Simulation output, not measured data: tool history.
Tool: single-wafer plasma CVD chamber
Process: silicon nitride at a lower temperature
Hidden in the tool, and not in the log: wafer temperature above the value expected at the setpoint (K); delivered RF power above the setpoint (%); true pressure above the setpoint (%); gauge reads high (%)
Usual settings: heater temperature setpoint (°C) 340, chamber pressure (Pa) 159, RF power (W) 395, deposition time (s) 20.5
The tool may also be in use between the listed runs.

run    hour  heater temperature setpoint (°C)  chamber pressure (Pa)  RF power (W)  deposition time (s)  wafers since the last listed run  hours since the last thermocouple change  hours since the last RF generator calibration  hours since the last manometer calibration  hours since the showerhead was replaced  hours since the gauge calibration  read-back reference wafer on the same gauge, thickness_nm  mean film thickness on the monitor wafer (nm)
  1     0.0                               340                    159           395                 20.5                                 0                                    1528.1                                         1530.7                                      1981.9                                   5089.6                              850.5                                                     28.510                                         25.106
  2   120.7                               329                    159           395                 20.5                              1917                                    1648.8                                         1651.4                                      2102.6                                   5210.3                              971.2                                                     28.491                                         24.976
  3   184.3                               329                    159           395                 20.5                              1010                                    1712.4                                         1715.0                                      2166.2                                   5273.9                             1034.8                                                     28.507                                         25.085
  4   253.8                               329                    159           395                 20.5                              1104                                    1781.9                                         1784.5                                      2235.7                                   5343.4                             1104.3                                                     28.491                                         24.974
  5   278.7                               340                    159           395                 20.5                               395                                    1806.8                                         1809.4                                      2260.6                                   5368.3                             1129.2                                                     28.491                                         24.819
  6   306.3                               340                    159           395                 20.5                               438                                    1834.4                                         1837.0                                      2288.2                                   5395.9                             1156.8                                                     28.484                                         24.824
  7   377.8                               340                    159           395                 23.6                              1136                                    1905.9                                         1908.5                                      2359.7                                   5467.4                             1228.3                                                     28.529                                         28.684
  8   407.4                               340                    159           395                 23.6                               470                                    1935.5                                         1938.1                                      2389.3                                   5497.0                             1257.9                                                     28.505                                         28.699
  9   456.4                               340                    159           395                 20.5                               778                                    1984.5                                         1987.1                                      2438.3                                   5546.0                             1306.9                                                     28.510                                         24.669
      484.8  -- RF generator calibrated
      495.5  -- gauge calibrated
 10   496.4                               340                    159           395                 20.5                               508                                    2024.5                                           11.6                                      2478.3                                   5586.0                                0.9                                                     28.520                                         25.652
 11   522.0                               340                    159           395                 19.6                               406                                    2050.1                                           37.2                                      2503.9                                   5611.6                               26.5                                                     28.491                                         24.605
 12   550.0                               340                    159           395                 19.6                               444                                    2078.1                                           65.2                                      2531.9                                   5639.6                               54.5                                                     28.523                                         24.500
 13   604.8                               340                    159           395                 19.6                               870                                    2132.9                                          120.0                                      2586.7                                   5694.4                              109.3                                                     28.494                                         24.357
 14   660.4                               349                    159           395                 20.5                               883                                    2188.5                                          175.6                                      2642.3                                   5750.0                              164.9                                                     28.519                                         25.229
      683.9  -- showerhead replaced
 15   720.7                               334                    129           355                 20.5                               830                                    2248.8                                          235.9                                      2702.6                                     36.8                              225.2                                                     28.504                                         23.268
 16   754.8                               340                    159           395                 20.5                               541                                    2282.9                                          270.0                                      2736.7                                     70.9                              259.3                                                     28.510                                         25.506
 17   794.6                               348                    159           395                 20.5                               632                                    2322.7                                          309.8                                      2776.5                                    110.7                              299.1                                                     28.499                                         25.420
 18   819.2                               340                    159           395                 20.5                               390                                    2347.3                                          334.4                                      2801.1                                    135.3                              323.7                                                     28.535                                         25.580
 19   853.5                               340                    159           395                 20.5                               544                                    2381.6                                          368.7                                      2835.4                                    169.6                              358.0                                                     28.511                                         25.361
      884.8  -- thermocouple changed; heater temperature recalibrated
 20   893.7                               340                    159           365                 20.5                               511                                       8.9                                          408.9                                      2875.6                                    209.8                              398.2                                                     28.506                                         24.424
      930.2  -- capacitance manometer re-zeroed and calibrated
 21   930.7                               340                    120           340                 20.5                               460                                      45.9                                          445.9                                         0.5                                    246.8                              435.2                                                     28.497                                         22.149
 22   969.7                               351                    159           335                 20.5                               619                                      84.9                                          484.9                                        39.5                                    285.8                              474.2                                                     28.472                                         23.095
 23  1142.8                               350                    159           395                 18.2                              2750                                     258.0                                          658.0                                       212.6                                    458.9                              647.3                                                     28.501                                         22.366
 24  1185.7                               340                    159           440                 20.5                               681                                     300.9                                          700.9                                       255.5                                    501.8                              690.2                                                     28.482                                         26.736
 25  1223.2                               340                    159           395                 20.5                               595                                     338.4                                          738.4                                       293.0                                    539.3                              727.7                                                     28.507                                         25.403
 26  1250.7                               353                    159           430                 20.5                               436                                     365.9                                          765.9                                       320.5                                    566.8                              755.2                                                     28.500                                         26.014
 27  1306.9                               328                    159           395                 20.5                               892                                     422.1                                          822.1                                       376.7                                    623.0                              811.4                                                     28.499                                         25.341

Forecast each of these 4 alternatives for the next run:
  A  1307.3                               340                    159           395                 20.5                                 6                                     422.5                                          822.5                                       377.1                                    623.4                              811.8                                                          ?                                              ?
  B  1307.3                               340                    159           395                 21.7                                 6                                     422.5                                          822.5                                       377.1                                    623.4                              811.8                                                          ?                                              ?
  C  1307.3                               340                    159           370                 20.5                                 6                                     422.5                                          822.5                                       377.1                                    623.4                              811.8                                                          ?                                              ?
  D  1307.3                               347                    159           395                 17.2                                 6                                     422.5                                          822.5                                       377.1                                    623.4                              811.8                                                          ?                                              ?

run  read-back reference wafer on the same gauge, thickness_nm  mean film thickness on the monitor wafer (nm)
  A                                                     28.480                                         25.083
  B                                                     28.480                                         26.548
  C                                                     28.480                                         24.231
  D                                                     28.480                                         21.005
Without the tool's hidden state the same runs would have given:
run  mean film thickness on the monitor wafer (nm)
  A                                         25.735
  B                                         27.238
  C                                         24.874
  D                                         21.551
